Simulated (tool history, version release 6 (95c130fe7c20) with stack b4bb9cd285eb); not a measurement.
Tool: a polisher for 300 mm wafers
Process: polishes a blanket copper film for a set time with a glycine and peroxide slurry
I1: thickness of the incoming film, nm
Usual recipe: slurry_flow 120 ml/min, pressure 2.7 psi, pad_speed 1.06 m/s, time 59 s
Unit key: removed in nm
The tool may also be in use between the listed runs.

run 1 hour=0 | slurry_flow=120 pressure=2.7 pad_speed=1.24 time=59 | I1=2361.5 | removed=306.1
-- hour=41.2 worn pad replaced by a new one
run 2 hour=45 | slurry_flow=120 pressure=2.7 pad_speed=1.24 time=59 | I1=2352.6 | removed=303.9
run 3 hour=56.4 | slurry_flow=120 pressure=3.3 pad_speed=1.06 time=46 | I1=2324.2 | removed=266.9
run 4 hour=104.2 | slurry_flow=120 pressure=3.3 pad_speed=1.06 time=46 | I1=2380.6 | removed=255.4
run 5 hour=116.5 | slurry_flow=120 pressure=3.3 pad_speed=1.06 time=46 | I1=2367.7 | removed=260.9
run 6 hour=129.7 | slurry_flow=120 pressure=2.7 pad_speed=1.06 time=59 | I1=2360.3 | removed=277.9
run 7 hour=144.2 | slurry_flow=120 pressure=2.7 pad_speed=1.06 time=59 | I1=2359.3 | removed=272.1
-- hour=152.4 worn pad replaced by a new one
run 8 hour=191.3 | slurry_flow=120 pressure=2.7 pad_speed=1.06 time=59 | I1=2336.1 | removed=273.5
run 9 hour=207.6 | slurry_flow=120 pressure=3.3 pad_speed=1.06 time=59 | I1=2340.9 | removed=324.8
run 10 hour=223.9 | slurry_flow=120 pressure=2.7 pad_speed=0.84 time=59 | I1=2350.4 | removed=238.4
run 11 hour=241.3 | slurry_flow=120 pressure=2.7 pad_speed=0.84 time=59 | I1=2366.2 | removed=238.1
run 12 hour=249.8 | slurry_flow=120 pressure=2.7 pad_speed=0.84 time=59 | I1=2347 | removed=238
run 13 hour=257.9 | slurry_flow=120 pressure=3.2 pad_speed=1.06 time=59 | I1=2314.3 | removed=313.9
run 14 hour=265.1 | slurry_flow=120 pressure=3.2 pad_speed=1.06 time=59 | I1=2324.9 | removed=311.6
-- hour=278.2 worn pad replaced by a new one
-- hour=280.5 head pressure recalibrated
run 15 hour=281 | slurry_flow=120 pressure=2.7 pad_speed=1.06 time=59 | I1=2333.7 | removed=270.6
run 16 hour=288.4 | slurry_flow=120 pressure=2.7 pad_speed=1.06 time=59 | I1=2367.4 | removed=264.5
run 17 hour=301.7 | slurry_flow=120 pressure=2.7 pad_speed=1.06 time=50 | I1=2373.6 | removed=228.9
run 18 hour=312.2 | slurry_flow=120 pressure=3.2 pad_speed=0.78 time=59 | I1=2313.4 | removed=250.8
run 19 hour=326.5 | slurry_flow=140 pressure=2.7 pad_speed=0.88 time=75 | I1=2370.5 | removed=306.2
run 20 hour=341.4 | slurry_flow=120 pressure=2.7 pad_speed=1.06 time=74 | I1=2320.7 | removed=335.3
run 21 hour=348.2 | slurry_flow=140 pressure=2.2 pad_speed=1.06 time=59 | I1=2301.9 | removed=234
run 22 hour=357.1 | slurry_flow=130 pressure=2.3 pad_speed=0.8 time=46 | I1=2372 | removed=155.2
run 23 hour=372.4 | slurry_flow=120 pressure=2.7 pad_speed=1.06 time=59 | I1=2361.7 | removed=266.8
-- hour=387.5 slurry nozzle cleaned
run 24 hour=389.9 | slurry_flow=100 pressure=2.7 pad_speed=1.06 time=59 | I1=2355.9 | removed=277.9
-- hour=400.5 worn pad replaced by a new one
run 25 hour=401.7 | slurry_flow=120 pressure=2.7 pad_speed=1.06 time=59 | I1=2358.4 | removed=285
run 26 hour=418.6 | slurry_flow=120 pressure=2.7 pad_speed=1.3 time=59 | I1=2308.8 | removed=325.8
run 27 hour=433.8 | slurry_flow=120 pressure=2.9 pad_speed=1.06 time=43 | I1=2356.3 | removed=226.4
run 28 hour=446.5 | slurry_flow=120 pressure=2.4 pad_speed=1.36 time=59 | I1=2349.9 | removed=303.7
run 29 hour=462.8 | slurry_flow=120 pressure=2.7 pad_speed=1.06 time=59 | I1=2373.7 | removed=287.2
run 30 hour=480.7 | slurry_flow=120 pressure=3.3 pad_speed=0.78 time=74 | I1=2330 | removed=343.1
-- hour=500.8 worn pad replaced by a new one
run 31 hour=528.9 | slurry_flow=120 pressure=3.1 pad_speed=1.06 time=67 | I1=2345.7 | removed=357.4
run 32 hour=543 | slurry_flow=85 pressure=2.7 pad_speed=0.78 time=59 | I1=2334.4 | removed=212.2
run 33 hour=556 | slurry_flow=145 pressure=1.9 pad_speed=0.9 time=77 | I1=2336.4 | removed=267.4
run 34 hour=570 | slurry_flow=120 pressure=2.7 pad_speed=1.06 time=69 | I1=2329.7 | removed=335.7

Each row is a separate what-if for the run after 34, all from the same tool condition, not one after another. Results?
run A hour=570.4 | slurry_flow=120 pressure=2.7 pad_speed=1.06 time=59 | I1=2384.2 | removed=?
run B hour=570.4 | slurry_flow=120 pressure=2.1 pad_speed=1.06 time=72 | I1=2384.2 | removed=?
run C hour=570.4 | slurry_flow=105 pressure=2.7 pad_speed=1.32 time=68 | I1=2384.2 | removed=?
run D hour=570.4 | slurry_flow=120 pressure=3.5 pad_speed=0.86 time=40 | I1=2384.2 | removed=?

run=A removed=286.3
run=B removed=285.1
run=C removed=368.3
run=D removed=210.8
Without the tool's hidden state the same runs would have given:
run=A removed=295.8
run=B removed=294.5
run=C removed=382.2
run=D removed=217.8

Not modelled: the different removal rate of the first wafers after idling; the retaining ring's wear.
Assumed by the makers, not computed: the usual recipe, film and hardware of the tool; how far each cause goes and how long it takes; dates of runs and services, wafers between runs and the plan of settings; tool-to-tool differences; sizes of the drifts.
